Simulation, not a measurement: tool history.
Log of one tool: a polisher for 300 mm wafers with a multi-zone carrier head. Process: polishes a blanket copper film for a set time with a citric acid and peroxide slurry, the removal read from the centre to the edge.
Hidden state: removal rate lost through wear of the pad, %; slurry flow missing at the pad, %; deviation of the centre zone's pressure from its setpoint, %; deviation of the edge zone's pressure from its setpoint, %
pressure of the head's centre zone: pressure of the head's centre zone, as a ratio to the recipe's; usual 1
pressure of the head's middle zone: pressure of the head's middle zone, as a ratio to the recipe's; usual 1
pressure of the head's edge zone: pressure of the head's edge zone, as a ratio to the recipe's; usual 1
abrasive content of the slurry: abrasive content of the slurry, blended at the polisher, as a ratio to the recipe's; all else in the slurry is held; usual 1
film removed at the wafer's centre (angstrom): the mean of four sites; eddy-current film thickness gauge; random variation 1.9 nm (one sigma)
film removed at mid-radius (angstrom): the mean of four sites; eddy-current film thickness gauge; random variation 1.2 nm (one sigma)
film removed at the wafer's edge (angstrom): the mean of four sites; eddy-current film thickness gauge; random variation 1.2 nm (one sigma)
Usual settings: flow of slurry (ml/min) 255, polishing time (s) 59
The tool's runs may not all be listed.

run	hour	flow of slurry (ml/min)	pressure of the head's centre zone	pressure of the head's middle zone	pressure of the head's edge zone	abrasive content of the slurry	polishing time (s)	wafers since the last listed run	wafers polished on this pad	hours since the slurry nozzle was cleaned	hours since the centre zone pressure was calibrated	hours since the edge zone pressure was calibrated	hours since the carrier head's membrane was replaced	incoming thickness of the incoming film, nm	film removed at the wafer's centre (angstrom)	film removed at mid-radius (angstrom)	film removed at the wafer's edge (angstrom)
1	0	255	1	1	1	1	59	0	383	510.3	854.4	1142.9	927.5	740.4	1445	1490	1504
2	15.1	255	1	1	1	1	59	130	514	525.4	869.5	1158	942.6	738.5	1434	1452	1494
3	28	255	1	1	1	1	59	111	626	538.3	882.4	1170.9	955.5	736.3	1416	1482	1454
# hour 52.8: worn pad replaced by a new one
4	53.3	255	1	1	1	1	59	184	4	563.6	907.7	1196.2	980.8	752.2	1338	1360	1373
# hour 113.7: worn pad replaced by a new one, repeated, since the last time left the tool worse
5	126.2	300	0.97	1	1	1	59	596	108	636.5	980.6	1269.1	1053.7	733.7	1424	1534	1532
6	148	300	0.97	1	1	1	59	188	297	658.3	1002.4	1290.9	1075.5	748.7	1456	1525	1525
# hour 152.1: edge zone pressure recalibrated
7	160.3	255	1	1	0.97	1	59	89	386	670.6	1014.7	8.2	1087.8	735.2	1456	1479	1475
8	195.8	255	1	1	0.9	1	59	307	694	706.1	1050.2	43.7	1123.3	754.1	1411	1433	1395
# hour 212.2: worn pad replaced by a new one
9	228.5	255	1	1	0.9	1	59	248	140	738.8	1082.9	76.4	1156	750.9	1477	1514	1464
# hour 249.5: carrier head's membrane replaced by a new one
# hour 253.2: slurry nozzle cleaned
# hour 255.1: centre zone pressure recalibrated
10	255.6	180	1.07	0.91	1	1	42	166	307	2.4	0.5	103.5	6.1	749.1	1097	953	1048
11	274.2	255	1	0.97	1.1	1	59	161	468	21	19.1	122.1	24.7	744.3	1435	1448	1534
12	288	255	1	1	1	1	59	119	587	34.8	32.9	135.9	38.5	747	1433	1484	1478
# hour 313.5: worn pad replaced by a new one
13	314	255	1.1	1	0.94	1	45	190	4	60.8	58.9	161.9	64.5	726	1259	1165	1150
14	339.9	255	1	1.04	1	0.75	59	224	229	86.7	84.8	187.8	90.4	747.9	1395	1492	1447

Hidden state at the last listed run before each entry between runs and at the first one after, where it differs:
Between runs 3 and 4: worn pad replaced by a new one (hour 52.8)
  removal rate lost through wear of the pad, %: 5.55 -> 11.8
  measured less the result without the state, film removed at the wafer's centre (angstrom): -83 -> -179; film removed at mid-radius (angstrom): -88 -> -181; film removed at the wafer's edge (angstrom): -86 -> -183
Between runs 4 and 5: worn pad replaced by a new one, repeated, since the last time left the tool worse (hour 113.7)
  removal rate lost through wear of the pad, %: 11.8 -> 1.68
  measured less the result without the state, film removed at the wafer's centre (angstrom): -179 -> -24; film removed at mid-radius (angstrom): -181 -> -26; film removed at the wafer's edge (angstrom): -183 -> -26
Between runs 6 and 7: edge zone pressure recalibrated (hour 152.1)
  removal rate lost through wear of the pad, %: 3.08 -> 3.87
  measured less the result without the state, film removed at the wafer's centre (angstrom): -47 -> -59; film removed at mid-radius (angstrom): -48 -> -59; film removed at the wafer's edge (angstrom): -49 -> -60
Between runs 8 and 9: worn pad replaced by a new one (hour 212.2)
  removal rate lost through wear of the pad, %: 6.16 -> 1.19
  measured less the result without the state, film removed at the wafer's centre (angstrom): -92 -> -18; film removed at mid-radius (angstrom): -94 -> -18; film removed at the wafer's edge (angstrom): -91 -> -17
Between runs 9 and 10: carrier head's membrane replaced by a new one (hour 249.5); slurry nozzle cleaned (hour 253.2); centre zone pressure recalibrated (hour 255.1)
  removal rate lost through wear of the pad, %: 1.19 -> 2.93
  measured less the result without the state, film removed at the wafer's centre (angstrom): -18 -> -34; film removed at mid-radius (angstrom): -18 -> -29; film removed at the wafer's edge (angstrom): -17 -> -32
Between runs 12 and 13: worn pad replaced by a new one (hour 313.5)
  removal rate lost through wear of the pad, %: 5.02 -> 0.0781
  measured less the result without the state, film removed at the wafer's centre (angstrom): -76 -> -1; film removed at mid-radius (angstrom): -78 -> -1; film removed at the wafer's edge (angstrom): -78 -> -1
